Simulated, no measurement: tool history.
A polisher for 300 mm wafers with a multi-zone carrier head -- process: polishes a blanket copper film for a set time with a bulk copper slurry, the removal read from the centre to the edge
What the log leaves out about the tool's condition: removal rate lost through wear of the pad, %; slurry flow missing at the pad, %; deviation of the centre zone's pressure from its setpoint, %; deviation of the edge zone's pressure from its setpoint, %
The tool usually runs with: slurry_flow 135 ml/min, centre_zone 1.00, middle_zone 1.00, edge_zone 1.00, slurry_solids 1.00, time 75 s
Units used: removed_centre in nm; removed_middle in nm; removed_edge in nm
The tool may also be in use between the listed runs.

run,day,slurry_flow,centre_zone,middle_zone,edge_zone,slurry_solids,time,wafers since the last listed run,wafers polished on this pad,hours since the slurry nozzle was cleaned,hours since the centre zone pressure was calibrated,hours since the edge zone pressure was calibrated,hours since the carrier head's membrane was replaced,"incoming thickness of the incoming film, nm",removed_centre,removed_middle,removed_edge
1,0.000,135,1.00,1.00,1.00,1.00,75,0,64,178.5,970.0,1251.2,37.5,3255.5,829.4,775.8,842.4
2,0.283,135,1.00,1.00,1.00,1.00,75,44,108,185.3,976.8,1258.0,44.3,3202.6,835.0,791.1,833.9
3,0.954,135,1.00,1.00,1.00,1.00,75,105,214,201.4,992.9,1274.1,60.4,3158.0,842.4,794.1,833.1
4,1.596,135,1.00,1.00,1.07,0.75,53,100,314,216.8,1008.3,1289.5,75.8,3223.4,570.8,531.6,584.0
5,2.108,135,1.11,1.07,1.03,1.00,57,80,395,229.1,1020.6,1301.8,88.1,3215.3,706.7,631.6,641.8
# day 2.242: edge zone pressure recalibrated
6,2.538,110,1.00,1.00,1.04,1.25,75,54,449,239.4,1030.9,7.1,98.4,3181.7,813.2,789.4,859.0
7,3.192,115,1.00,1.00,1.00,1.00,75,102,552,255.1,1046.6,22.8,114.1,3176.9,790.4,775.0,808.4
8,3.633,135,1.00,1.00,1.00,1.00,68,69,621,265.7,1057.2,33.4,124.7,3228.1,749.0,735.3,758.2
# day 3.679: slurry nozzle cleaned
# day 3.858: worn pad replaced by a new one
9,5.179,165,1.00,1.00,1.00,0.90,96,209,207,36.0,1094.3,70.5,161.8,3191.2,1112.2,1065.3,1073.3
10,5.771,155,1.00,1.04,1.00,1.00,75,92,300,50.2,1108.5,84.7,176.0,3184.4,875.2,838.3,844.2
# day 6.288: centre zone pressure recalibrated
11,6.333,135,1.00,1.00,1.00,1.00,75,75,375,63.7,1.1,98.2,189.5,3232.4,843.7,787.6,841.3
12,6.875,110,0.94,1.00,0.96,1.00,86,84,460,76.7,14.1,111.2,202.5,3180.3,844.6,881.9,896.6
13,7.417,135,1.00,1.00,1.00,1.00,75,84,545,89.7,27.1,124.2,215.5,3258.6,836.0,798.5,825.4
14,8.121,135,1.08,0.90,1.10,1.00,75,110,656,106.6,44.0,141.1,232.4,3160.6,906.7,737.4,865.2
# day 8.308: worn pad replaced by a new one
15,8.812,155,0.88,1.00,0.89,1.25,75,82,78,123.2,60.6,157.7,249.0,3173.1,777.6,836.7,830.7
16,9.108,135,1.00,1.04,1.00,1.15,75,46,125,130.3,67.7,164.8,256.1,3200.4,849.8,839.2,845.5
17,9.525,90,1.00,1.00,1.00,1.00,96,65,190,140.3,77.7,174.8,266.1,3208.5,946.4,922.5,996.6
18,10.108,135,1.00,1.00,0.91,1.20,75,91,282,154.3,91.7,188.8,280.1,3251.5,845.1,823.0,820.5
19,10.600,135,1.00,1.00,1.00,1.00,100,77,359,166.1,103.5,200.6,291.9,3138.0,1122.1,1064.2,1111.8
20,11.071,135,1.00,1.00,1.00,1.00,75,73,433,177.4,114.8,211.9,303.2,3149.6,832.5,804.4,839.4
21,11.358,135,0.89,1.10,1.00,1.00,75,45,478,184.3,121.7,218.8,310.1,3235.9,730.7,859.4,828.4
22,12.033,150,1.09,1.00,0.94,1.00,75,105,584,200.5,137.9,235.0,326.3,3199.0,934.9,822.7,815.5
23,12.396,135,1.00,0.91,0.88,0.75,95,56,641,209.2,146.6,243.7,335.0,3189.9,1028.7,887.9,936.7

Consider 3 possible next runs. They are alternatives, not a sequence: every one starts from the tool as it was left by run 23. What does each give?
A,12.412,135,1.00,1.00,1.00,1.00,75,2,643,209.6,147.0,244.1,335.4,3149.6,?,?,?
B,12.412,135,1.00,1.00,1.12,1.00,98,2,643,209.6,147.0,244.1,335.4,3149.6,?,?,?
C,12.412,165,1.11,1.00,1.00,1.00,53,2,643,209.6,147.0,244.1,335.4,3149.6,?,?,?

run,removed_centre,removed_middle,removed_edge
A,852.4,793.2,829.0
B,1113.8,1036.2,1145.9
C,698.4,581.8,601.9
Without the tool's unlogged condition, the same runs would have read:
run,removed_centre,removed_middle,removed_edge
A,852.4,793.2,829.0
B,1113.8,1036.2,1145.9
C,698.4,581.8,601.9
